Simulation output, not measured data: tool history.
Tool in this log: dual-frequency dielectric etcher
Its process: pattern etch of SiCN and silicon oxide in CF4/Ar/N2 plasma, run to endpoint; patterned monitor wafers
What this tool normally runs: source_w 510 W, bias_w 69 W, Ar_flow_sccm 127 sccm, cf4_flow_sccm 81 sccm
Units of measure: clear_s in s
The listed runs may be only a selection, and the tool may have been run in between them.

run   hour  source_w  bias_w  Ar_flow_sccm  cf4_flow_sccm  incoming incoming film thickness, nm  clear_s
  1    0.0       510      69           127             81                                  9.62     11.1
  2   33.2       510      69           127             81                                  9.66     11.1
  3   48.1       510      69           127             81                                  9.67     11.0
  4   78.2       510      69           110             81                                  9.66     10.8
  5  103.8       510      69           127             81                                  9.71     11.0
  6  167.5       510      69           127             81                                  9.63     10.9
     191.3  -- bias power generator calibrated
     202.6  -- upper electrode replaced
  7  203.1       510      69           127             86                                  9.67     10.8
  8  218.4       510      69           127             86                                  9.55     10.6
  9  251.5       510      69           105             81                                  9.55     10.5
     257.8  -- CF4 flow controller replaced
 10  269.5       510      69           105             81                                  9.65     10.6
     285.2  -- source power generator calibrated
 11  291.5       510      69           105             81                                  9.63     10.5
 12  325.5       450      69           127             81                                  9.64     11.9
 13  342.3       510      69           127             81                                  9.52     10.6
 14  358.2       430      83           116             71                                  9.65     11.3
     405.7  -- wet clean of the chamber
 15  406.2       510      69           145             81                                  9.64     11.3
 16  406.9       510      69           127             81                                  9.64     11.2
 17  426.5       510      57            96             71                                  9.62     12.1
 18  455.8       510      69           127             86                                  9.60     11.1
     472.0  -- Ar flow controller replaced
 19  488.0       510      69           127             94                                  9.68     10.9
 20  509.4       510      69           127             81                                  9.58     11.0
 21  528.2       510      74           127             81                                  9.48     10.5
 22  559.4       640      78            95             68                                  9.55      8.5
 23  593.2       570      55           111             81                                  9.62     11.2

Forecast each of these 3 alternatives for the next run:
  A  593.6       510      69           127             81                                  9.61        ?
  B  593.6       510      69           127             91                                  9.61        ?
  C  593.6       590      69           127             81                                  9.61        ?

run  clear_s
  A     11.0
  B     10.8
  C      9.9
What these runs would have given with no unlogged condition in the tool:
run  clear_s
  A     11.1
  B     10.9
  C     10.0
